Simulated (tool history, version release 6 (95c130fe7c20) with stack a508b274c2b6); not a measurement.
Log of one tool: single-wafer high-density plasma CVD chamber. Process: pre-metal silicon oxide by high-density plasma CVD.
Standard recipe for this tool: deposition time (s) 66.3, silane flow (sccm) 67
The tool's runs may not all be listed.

| run | day | deposition time (s) | silane flow (sccm) | wafers since the last listed run | hours since the silane flow controller was replaced | hours since the gauge calibration | read-back reference wafer on the same gauge, thickness_nm | mean film thickness on the monitor wafer (nm) |
|---|---|---|---|---|---|---|---|---|
| 1 | 0.000 | 66.3 | 67 | 0 | 2198.1 | 393.8 | 544.856 | 447.369 |
| 2 | 1.317 | 66.3 | 67 | 446 | 2229.7 | 425.4 | 545.738 | 446.932 |
| 3 | 2.483 | 66.3 | 67 | 395 | 2257.7 | 453.4 | 544.438 | 443.984 |
| 4 | 3.971 | 66.3 | 67 | 504 | 2293.4 | 489.1 | 544.206 | 443.570 |
| 5 | 4.954 | 66.3 | 67 | 333 | 2317.0 | 512.7 | 545.251 | 445.959 |
| 6 | 6.396 | 66.3 | 67 | 488 | 2351.6 | 547.3 | 545.505 | 443.054 |
| 7 | 7.483 | 66.3 | 67 | 368 | 2377.7 | 573.4 | 544.581 | 445.835 |
| 8 | 8.204 | 66.3 | 67 | 244 | 2395.0 | 590.7 | 545.583 | 444.442 |
| 9 | 8.804 | 66.3 | 67 | 203 | 2409.4 | 605.1 | 545.226 | 441.573 |
| 10 | 9.917 | 60.8 | 70 | 377 | 2436.1 | 631.8 | 545.102 | 421.265 |
| 11 | 10.925 | 60.8 | 70 | 341 | 2460.3 | 656.0 | 544.411 | 421.612 |
| 12 | 11.475 | 66.3 | 67 | 186 | 2473.5 | 669.2 | 544.349 | 440.608 |
| 13 | 12.938 | 72.4 | 73 | 495 | 2508.6 | 704.3 | 544.563 | 522.935 |
| 14 | 13.946 | 66.3 | 67 | 341 | 2532.8 | 728.5 | 544.471 | 442.537 |
| 15 | 14.458 | 66.3 | 67 | 173 | 2545.1 | 740.8 | 544.634 | 437.977 |
|  | 14.750 | gauge calibrated |
| 16 | 15.692 | 66.3 | 67 | 418 | 2574.7 | 22.6 | 544.326 | 440.851 |
| 17 | 16.550 | 66.3 | 67 | 291 | 2595.3 | 43.2 | 543.945 | 439.712 |
| 18 | 17.950 | 66.3 | 67 | 474 | 2628.9 | 76.8 | 545.098 | 440.266 |
|  | 18.533 | silane flow controller replaced |
| 19 | 18.896 | 66.3 | 67 | 207 | 8.7 | 99.5 | 545.248 | 452.174 |
| 20 | 19.429 | 66.3 | 67 | 180 | 21.5 | 112.3 | 545.700 | 456.194 |
| 21 | 20.092 | 66.3 | 67 | 224 | 37.4 | 128.2 | 545.082 | 454.566 |
| 22 | 21.417 | 61.5 | 67 | 449 | 69.2 | 160.0 | 544.889 | 422.976 |
| 23 | 22.212 | 75.0 | 67 | 269 | 88.3 | 179.1 | 544.257 | 515.822 |
| 24 | 23.175 | 58.9 | 67 | 326 | 111.4 | 202.2 | 544.587 | 405.182 |
| 25 | 24.400 | 66.3 | 67 | 415 | 140.8 | 231.6 | 545.685 | 454.106 |
| 26 | 25.088 | 61.3 | 55 | 233 | 157.3 | 248.1 | 545.670 | 347.253 |
| 27 | 25.867 | 62.0 | 58 | 264 | 176.0 | 266.8 | 546.204 | 370.769 |
| 28 | 26.492 | 73.5 | 71 | 211 | 191.0 | 281.8 | 545.213 | 535.884 |
| 29 | 27.692 | 76.7 | 74 | 406 | 219.8 | 310.6 | 545.282 | 579.830 |
| 30 | 31.633 | 66.3 | 61 | 1336 | 314.4 | 405.2 | 545.274 | 415.419 |
| 31 | 32.879 | 75.0 | 57 | 422 | 344.3 | 435.1 | 544.808 | 440.423 |
| 32 | 34.167 | 78.7 | 55 | 436 | 375.2 | 466.0 | 545.030 | 442.842 |
| 33 | 35.262 | 66.3 | 67 | 371 | 401.5 | 492.3 | 545.269 | 458.301 |
| 34 | 36.338 | 69.9 | 60 | 364 | 427.3 | 518.1 | 545.272 | 431.640 |
| 35 | 37.646 | 66.3 | 67 | 443 | 458.7 | 549.5 | 544.943 | 452.315 |
| 36 | 38.967 | 53.2 | 78 | 447 | 490.4 | 581.2 | 545.138 | 425.323 |
| 37 | 39.500 | 73.8 | 60 | 180 | 503.2 | 594.0 | 545.103 | 455.261 |
| 38 | 40.521 | 61.5 | 67 | 346 | 527.7 | 618.5 | 545.152 | 424.365 |
| 39 | 41.846 | 53.3 | 80 | 449 | 559.5 | 650.3 | 543.983 | 437.279 |
| 40 | 42.479 | 66.3 | 67 | 214 | 574.7 | 665.5 | 544.921 | 454.950 |
| 41 | 43.142 | 66.3 | 76 | 224 | 590.6 | 681.4 | 544.283 | 518.453 |
|  | 43.908 | gauge calibrated |
| 42 | 44.354 | 66.3 | 80 | 411 | 619.7 | 10.7 | 545.285 | 542.060 |
| 43 | 45.508 | 56.8 | 67 | 391 | 647.4 | 38.4 | 545.219 | 388.780 |
| 44 | 46.679 | 66.3 | 54 | 397 | 675.5 | 66.5 | 545.556 | 366.188 |

For each run, what was the tool's unlogged condition?
gauge reads high (%): 0 in every run
H1: delivered silane flow above the setpoint (%)
| run | H1 |
|---|---|
| 1 | -2.08 |
| 2 | -2.18 |
| 3 | -2.26 |
| 4 | -2.37 |
| 5 | -2.45 |
| 6 | -2.55 |
| 7 | -2.64 |
| 8 | -2.69 |
| 9 | -2.74 |
| 10 | -2.83 |
| 11 | -2.91 |
| 12 | -2.95 |
| 13 | -3.07 |
| 14 | -3.15 |
| 15 | -3.19 |
| 16 | -3.29 |
| 17 | -3.37 |
| 18 | -3.48 |
| 19 | 0.239 |
| 20 | 0.238 |
| 21 | 0.238 |
| 22 | 0.236 |
| 23 | 0.234 |
| 24 | 0.23 |
| 25 | 0.225 |
| 26 | 0.222 |
| 27 | 0.218 |
| 28 | 0.214 |
| 29 | 0.206 |
| 30 | 0.172 |
| 31 | 0.159 |
| 32 | 0.144 |
| 33 | 0.13 |
| 34 | 0.116 |
| 35 | 0.0972 |
| 36 | 0.0769 |
| 37 | 0.0683 |
| 38 | 0.0513 |
| 39 | 0.0281 |
| 40 | 0.0165 |
| 41 | 0.00399 |
| 42 | -0.0197 |
| 43 | -0.0433 |
| 44 | -0.0684 |

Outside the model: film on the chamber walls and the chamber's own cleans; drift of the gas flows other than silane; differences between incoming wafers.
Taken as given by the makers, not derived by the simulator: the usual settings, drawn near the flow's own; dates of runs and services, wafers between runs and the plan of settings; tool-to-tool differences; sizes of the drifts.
